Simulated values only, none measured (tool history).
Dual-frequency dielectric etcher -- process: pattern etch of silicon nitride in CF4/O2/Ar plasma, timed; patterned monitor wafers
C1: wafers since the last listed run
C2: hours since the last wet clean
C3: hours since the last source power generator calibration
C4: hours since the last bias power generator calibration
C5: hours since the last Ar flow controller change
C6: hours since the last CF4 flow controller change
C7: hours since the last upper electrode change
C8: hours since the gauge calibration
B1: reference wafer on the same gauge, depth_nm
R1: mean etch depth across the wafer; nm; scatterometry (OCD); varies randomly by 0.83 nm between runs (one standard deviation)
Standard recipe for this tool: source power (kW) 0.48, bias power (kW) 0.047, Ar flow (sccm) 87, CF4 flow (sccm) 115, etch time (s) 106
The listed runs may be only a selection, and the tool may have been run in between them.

run 1 hour=0 | source_power_(kW)=0.48 bias_power_(kW)=0.047 Ar_flow_(sccm)=87 CF4_flow_(sccm)=115 etch_time_(s)=106 | C1=0 C2=287.2 C3=16.5 C4=2532.7 C5=3244.9 C6=4858.6 C7=2044.2 C8=669.7 | B1=209.1 | R1=209.4
run 2 hour=59.7 | source_power_(kW)=0.48 bias_power_(kW)=0.047 Ar_flow_(sccm)=87 CF4_flow_(sccm)=115 etch_time_(s)=106 | C1=510 C2=346.9 C3=76.2 C4=2592.4 C5=3304.6 C6=4918.3 C7=2103.9 C8=729.4 | B1=209.1 | R1=208.8
run 3 hour=138.8 | source_power_(kW)=0.48 bias_power_(kW)=0.047 Ar_flow_(sccm)=70 CF4_flow_(sccm)=115 etch_time_(s)=106 | C1=676 C2=426 C3=155.3 C4=2671.5 C5=3383.7 C6=4997.4 C7=2183 C8=808.5 | B1=208.9 | R1=217.4
-- hour=163.3 Ar flow controller replaced
run 4 hour=196.1 | source_power_(kW)=0.48 bias_power_(kW)=0.047 Ar_flow_(sccm)=87 CF4_flow_(sccm)=115 etch_time_(s)=106 | C1=438 C2=483.3 C3=212.6 C4=2728.8 C5=32.8 C6=5054.7 C7=2240.3 C8=865.8 | B1=209 | R1=209.8
-- hour=237 CF4 flow controller replaced
run 5 hour=237.5 | source_power_(kW)=0.48 bias_power_(kW)=0.047 Ar_flow_(sccm)=87 CF4_flow_(sccm)=115 etch_time_(s)=106 | C1=302 C2=524.7 C3=254 C4=2770.2 C5=74.2 C6=0.5 C7=2281.7 C8=907.2 | B1=208.8 | R1=208.9
run 6 hour=300.8 | source_power_(kW)=0.45 bias_power_(kW)=0.058 Ar_flow_(sccm)=87 CF4_flow_(sccm)=115 etch_time_(s)=106 | C1=541 C2=588 C3=317.3 C4=2833.5 C5=137.5 C6=63.8 C7=2345 C8=970.5 | B1=208.7 | R1=209.7
-- hour=337.2 bias power generator calibrated
run 7 hour=337.7 | source_power_(kW)=0.48 bias_power_(kW)=0.047 Ar_flow_(sccm)=87 CF4_flow_(sccm)=115 etch_time_(s)=132.5 | C1=281 C2=624.9 C3=354.2 C4=0.5 C5=174.4 C6=100.7 C7=2381.9 C8=1007.4 | B1=208.8 | R1=260.4
-- hour=369.8 wet clean of the chamber
run 8 hour=388.2 | source_power_(kW)=0.58 bias_power_(kW)=0.047 Ar_flow_(sccm)=87 CF4_flow_(sccm)=134 etch_time_(s)=87.5 | C1=226 C2=18.4 C3=404.7 C4=51 C5=224.9 C6=151.2 C7=2432.4 C8=1057.9 | B1=209.2 | R1=197.8
run 9 hour=450.7 | source_power_(kW)=0.59 bias_power_(kW)=0.054 Ar_flow_(sccm)=87 CF4_flow_(sccm)=115 etch_time_(s)=106 | C1=534 C2=80.9 C3=467.2 C4=113.5 C5=287.4 C6=213.7 C7=2494.9 C8=1120.4 | B1=209 | R1=244.3
run 10 hour=486.7 | source_power_(kW)=0.54 bias_power_(kW)=0.047 Ar_flow_(sccm)=87 CF4_flow_(sccm)=115 etch_time_(s)=80 | C1=307 C2=116.9 C3=503.2 C4=149.5 C5=323.4 C6=249.7 C7=2530.9 C8=1156.4 | B1=208.9 | R1=169.3
run 11 hour=518.1 | source_power_(kW)=0.48 bias_power_(kW)=0.047 Ar_flow_(sccm)=87 CF4_flow_(sccm)=115 etch_time_(s)=106 | C1=268 C2=148.3 C3=534.6 C4=180.9 C5=354.8 C6=281.1 C7=2562.3 C8=1187.8 | B1=209 | R1=210.1
run 12 hour=549.2 | source_power_(kW)=0.36 bias_power_(kW)=0.047 Ar_flow_(sccm)=87 CF4_flow_(sccm)=115 etch_time_(s)=106 | C1=265 C2=179.4 C3=565.7 C4=212 C5=385.9 C6=312.2 C7=2593.4 C8=1218.9 | B1=208.9 | R1=178.6
-- hour=676.3 upper electrode replaced
run 13 hour=690.7 | source_power_(kW)=0.43 bias_power_(kW)=0.047 Ar_flow_(sccm)=87 CF4_flow_(sccm)=115 etch_time_(s)=106 | C1=1004 C2=320.9 C3=707.2 C4=353.5 C5=527.4 C6=453.7 C7=14.4 C8=1360.4 | B1=209.2 | R1=196.8
run 14 hour=715.7 | source_power_(kW)=0.48 bias_power_(kW)=0.047 Ar_flow_(sccm)=87 CF4_flow_(sccm)=115 etch_time_(s)=106 | C1=213 C2=345.9 C3=732.2 C4=378.5 C5=552.4 C6=478.7 C7=39.4 C8=1385.4 | B1=209 | R1=208.4
-- hour=728.5 gauge calibrated
run 15 hour=750.8 | source_power_(kW)=0.48 bias_power_(kW)=0.047 Ar_flow_(sccm)=87 CF4_flow_(sccm)=89 etch_time_(s)=136 | C1=300 C2=381 C3=767.3 C4=413.6 C5=587.5 C6=513.8 C7=74.5 C8=22.3 | B1=209 | R1=261.6
run 16 hour=809.6 | source_power_(kW)=0.48 bias_power_(kW)=0.047 Ar_flow_(sccm)=87 CF4_flow_(sccm)=115 etch_time_(s)=106 | C1=502 C2=439.8 C3=826.1 C4=472.4 C5=646.3 C6=572.6 C7=133.3 C8=81.1 | B1=209.1 | R1=209.2
run 17 hour=869.2 | source_power_(kW)=0.48 bias_power_(kW)=0.047 Ar_flow_(sccm)=87 CF4_flow_(sccm)=115 etch_time_(s)=82 | C1=509 C2=499.4 C3=885.7 C4=532 C5=705.9 C6=632.2 C7=192.9 C8=140.7 | B1=209.2 | R1=162
run 18 hour=913.5 | source_power_(kW)=0.48 bias_power_(kW)=0.058 Ar_flow_(sccm)=87 CF4_flow_(sccm)=115 etch_time_(s)=134.5 | C1=378 C2=543.7 C3=930 C4=576.3 C5=750.2 C6=676.5 C7=237.2 C8=185 | B1=208.8 | R1=277.7
run 19 hour=960.5 | source_power_(kW)=0.48 bias_power_(kW)=0.047 Ar_flow_(sccm)=87 CF4_flow_(sccm)=115 etch_time_(s)=106 | C1=401 C2=590.7 C3=977 C4=623.3 C5=797.2 C6=723.5 C7=284.2 C8=232 | B1=209 | R1=210
run 20 hour=992.6 | source_power_(kW)=0.48 bias_power_(kW)=0.047 Ar_flow_(sccm)=87 CF4_flow_(sccm)=115 etch_time_(s)=106 | C1=274 C2=622.8 C3=1009.1 C4=655.4 C5=829.3 C6=755.6 C7=316.3 C8=264.1 | B1=209 | R1=207.9
-- hour=1048.7 wet clean of the chamber
run 21 hour=1049.2 | source_power_(kW)=0.48 bias_power_(kW)=0.043 Ar_flow_(sccm)=95 CF4_flow_(sccm)=115 etch_time_(s)=106 | C1=278 C2=0.5 C3=1065.7 C4=712 C5=885.9 C6=812.2 C7=372.9 C8=320.7 | B1=209.2 | R1=202.2
run 22 hour=1076.1 | source_power_(kW)=0.48 bias_power_(kW)=0.047 Ar_flow_(sccm)=87 CF4_flow_(sccm)=115 etch_time_(s)=106 | C1=229 C2=27.4 C3=1092.6 C4=738.9 C5=912.8 C6=839.1 C7=399.8 C8=347.6 | B1=208.9 | R1=209.6

Run-by-run hidden state of the tool:
etch rate over this chamber's usual, %: 0 on each run
source power that arrives over what is set, %: 0 on each run
bias power that arrives over what is set, %: 0 on each run
Ar flow that arrives over what is set, %: 0 on each run
CF4 flow that arrives over what is set, %: 0 on each run
gauge reads high (%): 0 on each run
